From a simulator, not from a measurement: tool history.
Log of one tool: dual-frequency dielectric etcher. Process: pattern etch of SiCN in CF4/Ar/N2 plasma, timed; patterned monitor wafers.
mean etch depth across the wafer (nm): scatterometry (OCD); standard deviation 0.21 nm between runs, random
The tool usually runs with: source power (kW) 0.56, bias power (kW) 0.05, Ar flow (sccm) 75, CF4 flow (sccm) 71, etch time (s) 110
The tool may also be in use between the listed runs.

run	day	source power (kW)	bias power (kW)	Ar flow (sccm)	CF4 flow (sccm)	etch time (s)	read-back reference wafer on the same gauge, depth_nm	mean etch depth across the wafer (nm)
1	0	0.56	0.05	75	71	110	111.9	103.3
2	0.012	0.56	0.05	75	71	110	111.8	103
3	0.138	0.56	0.05	75	84	110	111.8	107.2
# day 0.708: Ar flow controller replaced
4	0.729	0.56	0.05	75	84	110	111.8	107
5	1.125	0.56	0.05	88	71	110	111.9	100.1
6	1.812	0.56	0.05	88	71	110	111.9	100.2
# day 2.833: source power generator calibrated
# day 2.962: wet clean of the chamber
7	2.983	0.56	0.05	88	71	110	112	96.5
8	2.996	0.51	0.061	75	71	91.5	111.9	80.4
9	3.012	0.56	0.061	84	88	110	111.8	107.8
10	3.35	0.62	0.05	75	83	110	111.9	113.7
11	3.742	0.56	0.038	75	78	110	111.8	95.2
12	4.058	0.56	0.044	75	71	110	111.9	96.5
# day 4.317: gauge calibrated
13	4.417	0.56	0.05	75	71	110	111.8	99.7
# day 4.817: bias power generator calibrated
14	4.838	0.56	0.05	75	71	110	111.8	100
15	5.017	0.56	0.05	75	71	110	112	100.2
16	5.579	0.56	0.05	75	71	110	111.9	100.2
17	6.162	0.69	0.05	75	53	110	112	110.5
18	6.571	0.56	0.05	57	71	110	111.9	105.7
19	7.079	0.56	0.041	89	71	110	111.9	92.1
20	7.467	0.56	0.05	75	71	110	112	100.7
21	8.138	0.48	0.05	75	71	110	111.9	87.4

Below are 4 alternative next runs, each starting from the tool's condition after run 21. Predict each:
A	8.154	0.56	0.05	75	71	130	?	?
B	8.154	0.56	0.05	85	71	110	?	?
C	8.154	0.56	0.05	66	71	127	?	?
D	8.154	0.56	0.05	75	79	110	?	?

run	read-back reference wafer on the same gauge, depth_nm	mean etch depth across the wafer (nm)
A	112	119.1
B	112	98.2
C	112	119.3
D	112	103.3
Without the tool's unlogged condition, the same runs would have read:
run	mean etch depth across the wafer (nm)
A	117.6
B	97
C	117.8
D	102
